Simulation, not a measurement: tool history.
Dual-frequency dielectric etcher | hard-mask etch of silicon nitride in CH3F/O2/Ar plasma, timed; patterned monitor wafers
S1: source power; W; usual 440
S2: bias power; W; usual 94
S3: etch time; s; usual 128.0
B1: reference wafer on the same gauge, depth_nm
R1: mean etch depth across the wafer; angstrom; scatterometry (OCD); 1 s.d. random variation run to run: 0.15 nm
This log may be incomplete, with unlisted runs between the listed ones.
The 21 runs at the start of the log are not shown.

{"hour": 1027.3, "done": "upper electrode replaced"}
{"run": 22, "hour": 1027.8, "S1": 550, "S2": 108, "S3": 163.5, "B1": 98.0, "R1": 1497}
{"run": 23, "hour": 1045.0, "S1": 330, "S2": 85, "S3": 100.5, "B1": 98.1, "R1": 695}
{"run": 24, "hour": 1088.4, "S1": 440, "S2": 94, "S3": 128.0, "B1": 98.0, "R1": 1028}
{"run": 25, "hour": 1136.5, "S1": 440, "S2": 94, "S3": 117.5, "B1": 98.1, "R1": 942}
{"hour": 1197.4, "done": "wet clean of the chamber"}
{"run": 26, "hour": 1197.9, "S1": 440, "S2": 105, "S3": 147.5, "B1": 98.0, "R1": 1220}
{"run": 27, "hour": 1221.5, "S1": 500, "S2": 114, "S3": 143.0, "B1": 98.0, "R1": 1276}
{"run": 28, "hour": 1417.2, "S1": 500, "S2": 94, "S3": 128.0, "B1": 98.0, "R1": 1076}
{"hour": 1424.5, "done": "gauge calibrated"}
{"run": 29, "hour": 1454.7, "S1": 330, "S2": 85, "S3": 100.5, "B1": 98.0, "R1": 691}
{"run": 30, "hour": 1520.6, "S1": 540, "S2": 85, "S3": 99.5, "B1": 98.0, "R1": 839}

3 options for the next run, each taken on its own from the tool as it stands now. Forecast them:
{"run": "A", "hour": 1521.1, "S1": 440, "S2": 94, "S3": 128.0, "B1": "?", "R1": "?"}
{"run": "B", "hour": 1521.1, "S1": 440, "S2": 79, "S3": 128.0, "B1": "?", "R1": "?"}
{"run": "C", "hour": 1521.1, "S1": 440, "S2": 118, "S3": 111.0, "B1": "?", "R1": "?"}

run=A B1=98.0 R1=1021
run=B B1=98.0 R1=975
run=C B1=98.0 R1=945
With no hidden state in the tool, these same runs would have given:
run=A R1=1033
run=B R1=986
run=C R1=956
